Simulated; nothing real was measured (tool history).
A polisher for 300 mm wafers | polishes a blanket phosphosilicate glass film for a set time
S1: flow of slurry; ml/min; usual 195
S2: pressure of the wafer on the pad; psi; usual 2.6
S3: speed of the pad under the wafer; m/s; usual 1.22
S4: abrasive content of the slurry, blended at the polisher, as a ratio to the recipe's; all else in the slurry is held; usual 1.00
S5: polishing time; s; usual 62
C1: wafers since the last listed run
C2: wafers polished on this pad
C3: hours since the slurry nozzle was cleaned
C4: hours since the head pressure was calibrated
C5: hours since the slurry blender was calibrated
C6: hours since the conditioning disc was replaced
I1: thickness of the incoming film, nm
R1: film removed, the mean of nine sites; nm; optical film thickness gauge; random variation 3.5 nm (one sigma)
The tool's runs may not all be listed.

run	hour	S1	S2	S3	S4	S5	C1	C2	C3	C4	C5	C6	I1	R1
1	0.0	195	2.6	1.22	1.00	62	0	2002	296.7	280.8	56.7	80.0	4162.7	427.3
2	15.6	195	2.6	1.22	1.00	62	228	2231	312.3	296.4	72.3	95.6	4212.3	434.6
3	28.2	195	2.6	1.22	1.15	72	184	2415	324.9	309.0	84.9	108.2	4108.5	531.6
4	53.4	195	2.6	1.22	1.15	72	369	2784	350.1	334.2	110.1	133.4	4127.7	536.8
# hour 66.7: worn pad replaced by a new one
5	100.2	195	3.0	1.22	1.00	62	626	491	396.9	381.0	156.9	180.2	4175.2	475.2
6	118.6	195	2.6	1.22	1.00	40	269	760	415.3	399.4	175.3	198.6	4122.6	273.1
7	142.0	125	1.8	1.22	1.10	70	342	1103	438.7	422.8	198.7	222.0	4150.4	357.2
# hour 149.4: head pressure recalibrated
8	176.4	195	2.6	1.22	1.00	62	474	1578	473.1	27.0	233.1	256.4	4110.6	423.6
9	201.5	140	2.3	1.22	1.00	73	367	1945	498.2	52.1	258.2	281.5	4162.8	426.1
10	221.9	195	2.6	1.22	1.00	62	298	2244	518.6	72.5	278.6	301.9	4174.7	412.0
# hour 247.5: worn pad replaced by a new one
# hour 250.3: slurry nozzle cleaned
11	255.7	145	3.1	1.02	1.00	70	421	105	5.4	106.3	312.4	335.7	4188.8	467.2
12	280.2	195	3.4	1.22	1.10	80	358	464	29.9	130.8	336.9	360.2	4108.2	698.7
13	301.5	160	2.6	1.22	1.15	62	312	776	51.2	152.1	358.2	381.5	4237.9	431.2
14	323.5	255	2.6	1.22	1.00	51	322	1098	73.2	174.1	380.2	403.5	4162.4	343.2
# hour 332.6: slurry blender recalibrated
15	353.4	195	2.6	1.22	1.00	62	408	1507	103.1	204.0	20.8	433.4	4222.1	430.1
# hour 379.2: conditioning disc replaced and pad reconditioned
16	387.0	145	2.6	1.56	1.00	73	462	1970	136.7	237.6	54.4	7.8	4165.7	553.4
17	418.8	125	1.8	1.22	1.10	70	465	2435	168.5	269.4	86.2	39.6	4157.5	355.8
18	449.7	195	2.6	1.22	1.00	62	452	2888	199.4	300.3	117.1	70.5	4192.9	426.2
# hour 460.6: worn pad replaced by a new one
19	480.1	195	2.6	1.22	1.20	80	386	286	229.8	330.7	147.5	100.9	4098.9	617.5
20	507.5	195	2.6	1.22	1.00	62	401	687	257.2	358.1	174.9	128.3	4177.9	424.5
21	529.4	140	2.6	1.22	1.00	62	320	1008	279.1	380.0	196.8	150.2	4123.6	392.7
22	565.2	125	1.8	1.22	1.10	70	524	1532	314.9	415.8	232.6	186.0	4110.3	349.0
23	598.3	255	2.3	0.92	1.00	49	484	2017	348.0	448.9	265.7	219.1	4144.1	271.9
# hour 622.5: head pressure recalibrated
24	623.0	195	2.6	1.22	1.00	62	332	2349	372.7	0.5	290.4	243.8	4171.0	415.3
25	647.7	195	2.6	1.02	1.00	49	361	2711	397.4	25.2	315.1	268.5	4165.9	300.9

Forecast each of these 5 alternatives for the next run:
A	648.1	145	2.6	1.22	1.00	62	5	2717	397.8	25.6	315.5	268.9	4207.9	?
B	648.1	195	3.1	1.22	1.00	62	5	2717	397.8	25.6	315.5	268.9	4207.9	?
C	648.1	235	2.2	1.36	1.00	62	5	2717	397.8	25.6	315.5	268.9	4207.9	?
D	648.1	225	3.5	1.10	1.00	62	5	2717	397.8	25.6	315.5	268.9	4207.9	?
E	648.1	195	3.0	1.34	1.00	62	5	2717	397.8	25.6	315.5	268.9	4207.9	?

run	R1
A	387.2
B	469.7
C	390.7
D	501.2
E	481.3
Without the tool's hidden state the same runs would have given:
run	R1
A	404.8
B	490.9
C	408.4
D	523.9
E	503.0

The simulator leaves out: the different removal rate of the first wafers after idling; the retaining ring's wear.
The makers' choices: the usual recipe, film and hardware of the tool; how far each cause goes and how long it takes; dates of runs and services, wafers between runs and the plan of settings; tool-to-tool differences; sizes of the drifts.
